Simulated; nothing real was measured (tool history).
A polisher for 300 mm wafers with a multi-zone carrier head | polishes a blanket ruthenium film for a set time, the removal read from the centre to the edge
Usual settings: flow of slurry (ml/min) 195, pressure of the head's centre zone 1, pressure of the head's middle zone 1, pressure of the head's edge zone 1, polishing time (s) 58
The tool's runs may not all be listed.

| run | hour | flow of slurry (ml/min) | pressure of the head's centre zone | pressure of the head's middle zone | pressure of the head's edge zone | polishing time (s) | wafers since the last listed run | wafers polished on this pad | hours since the slurry nozzle was cleaned | hours since the centre zone pressure was calibrated | hours since the edge zone pressure was calibrated | hours since the carrier head's membrane was replaced | incoming thickness of the incoming film, nm | film removed at the wafer's centre (Å) | film removed at mid-radius (Å) | film removed at the wafer's edge (Å) |
|---|---|---|---|---|---|---|---|---|---|---|---|---|---|---|---|---|
| 1 | 0 | 150 | 1 | 0.93 | 1 | 58 | 0 | 221 | 418.6 | 602.3 | 434.5 | 488 | 542.2 | 481 | 476 | 514 |
| 2 | 30.8 | 150 | 1 | 0.93 | 1 | 58 | 363 | 585 | 449.4 | 633.1 | 465.3 | 518.8 | 557.9 | 480 | 468 | 508 |
| 3 | 55.7 | 195 | 1 | 1 | 0.93 | 74 | 294 | 879 | 474.3 | 658 | 490.2 | 543.7 | 556.3 | 651 | 658 | 657 |
| 4 | 98.8 | 195 | 1 | 1 | 1 | 64 | 508 | 1388 | 517.4 | 701.1 | 533.3 | 586.8 | 549.2 | 560 | 570 | 586 |
| 5 | 127.1 | 195 | 1 | 1 | 1 | 64 | 334 | 1722 | 545.7 | 729.4 | 561.6 | 615.1 | 555 | 565 | 574 | 591 |
| 6 | 156.9 | 195 | 1 | 1 | 1 | 58 | 351 | 2074 | 575.5 | 759.2 | 591.4 | 644.9 | 544.3 | 508 | 516 | 533 |
|  | 176.5 | centre zone pressure recalibrated |
| 7 | 225.9 | 195 | 1 | 1 | 1 | 58 | 791 | 2866 | 644.5 | 49.4 | 660.4 | 713.9 | 543.6 | 514 | 523 | 533 |
|  | 237.4 | worn pad replaced by a new one |
| 8 | 252.8 | 195 | 1 | 1.03 | 1 | 58 | 270 | 181 | 671.4 | 76.3 | 687.3 | 740.8 | 547.6 | 505 | 537 | 525 |
|  | 265 | edge zone pressure recalibrated |
| 9 | 282.6 | 245 | 1.1 | 1 | 0.93 | 58 | 328 | 509 | 701.2 | 106.1 | 17.6 | 770.6 | 549.4 | 581 | 542 | 515 |
|  | 347.5 | slurry nozzle cleaned |
|  | 456 | carrier head's membrane replaced by a new one |
| 10 | 462.7 | 195 | 1 | 0.95 | 1 | 73 | 2056 | 2565 | 115.2 | 286.2 | 197.7 | 6.7 | 561.8 | 643 | 631 | 670 |
| 11 | 489.9 | 130 | 1 | 0.91 | 1 | 51 | 321 | 2886 | 142.4 | 313.4 | 224.9 | 33.9 | 549.8 | 408 | 395 | 443 |
|  | 528.8 | worn pad replaced by a new one |
| 12 | 540.2 | 195 | 0.92 | 1.11 | 1 | 39 | 546 | 135 | 192.7 | 363.7 | 275.2 | 84.2 | 542.9 | 313 | 375 | 352 |
| 13 | 588.9 | 195 | 1 | 1 | 1 | 58 | 575 | 710 | 241.4 | 412.4 | 323.9 | 132.9 | 549.8 | 511 | 519 | 529 |
| 14 | 633 | 195 | 1 | 1 | 1 | 58 | 520 | 1231 | 285.5 | 456.5 | 368 | 177 | 555.7 | 509 | 518 | 519 |
| 15 | 660.3 | 175 | 1 | 1 | 1 | 58 | 322 | 1553 | 312.8 | 483.8 | 395.3 | 204.3 | 562.6 | 497 | 511 | 532 |
| 16 | 706 | 195 | 1 | 0.92 | 1.1 | 58 | 539 | 2093 | 358.5 | 529.5 | 441 | 250 | 539.6 | 512 | 499 | 555 |
| 17 | 733.2 | 255 | 1 | 1 | 1 | 58 | 321 | 2414 | 385.7 | 556.7 | 468.2 | 277.2 | 553.7 | 528 | 535 | 538 |
| 18 | 772.9 | 195 | 1.12 | 1 | 1 | 58 | 468 | 2883 | 425.4 | 596.4 | 507.9 | 316.9 | 552.2 | 568 | 520 | 523 |
|  | 813.5 | worn pad replaced by a new one |
| 19 | 817 | 195 | 0.92 | 1.11 | 1 | 39 | 473 | 41 | 469.5 | 640.5 | 552 | 361 | 558.4 | 313 | 370 | 357 |
| 20 | 848.2 | 195 | 1.04 | 1 | 1 | 58 | 368 | 409 | 500.7 | 671.7 | 583.2 | 392.2 | 551.2 | 527 | 520 | 527 |
| 21 | 905.1 | 195 | 1 | 1 | 1 | 58 | 671 | 1081 | 557.6 | 728.6 | 640.1 | 449.1 | 550 | 514 | 519 | 528 |
| 22 | 975.5 | 195 | 1 | 0.95 | 1 | 73 | 831 | 1912 | 628 | 799 | 710.5 | 519.5 | 551.3 | 643 | 636 | 666 |
|  | 1019.9 | edge zone pressure recalibrated |
| 23 | 1039 | 195 | 1 | 1 | 0.97 | 58 | 726 | 2639 | 691.5 | 862.5 | 19.1 | 583 | 550.9 | 503 | 523 | 517 |

Forecast each of these 3 alternatives for the next run:
| A | 1039.4 | 195 | 1 | 1 | 1 | 46 | 4 | 2643 | 691.9 | 862.9 | 19.5 | 583.4 | 555.7 | ? | ? | ? |
| B | 1039.4 | 195 | 1.11 | 1 | 1 | 51 | 4 | 2643 | 691.9 | 862.9 | 19.5 | 583.4 | 555.7 | ? | ? | ? |
| C | 1039.4 | 195 | 1 | 0.9 | 1 | 48 | 4 | 2643 | 691.9 | 862.9 | 19.5 | 583.4 | 555.7 | ? | ? | ? |

| run | film removed at the wafer's centre (Å) | film removed at mid-radius (Å) | film removed at the wafer's edge (Å) |
|---|---|---|---|
| A | 407 | 419 | 430 |
| B | 501 | 464 | 477 |
| C | 424 | 411 | 449 |
Without the tool's hidden state the same runs would have given:
| run | film removed at the wafer's centre (Å) | film removed at mid-radius (Å) | film removed at the wafer's edge (Å) |
|---|---|---|---|
| A | 407 | 419 | 430 |
| B | 501 | 464 | 477 |
| C | 424 | 411 | 449 |

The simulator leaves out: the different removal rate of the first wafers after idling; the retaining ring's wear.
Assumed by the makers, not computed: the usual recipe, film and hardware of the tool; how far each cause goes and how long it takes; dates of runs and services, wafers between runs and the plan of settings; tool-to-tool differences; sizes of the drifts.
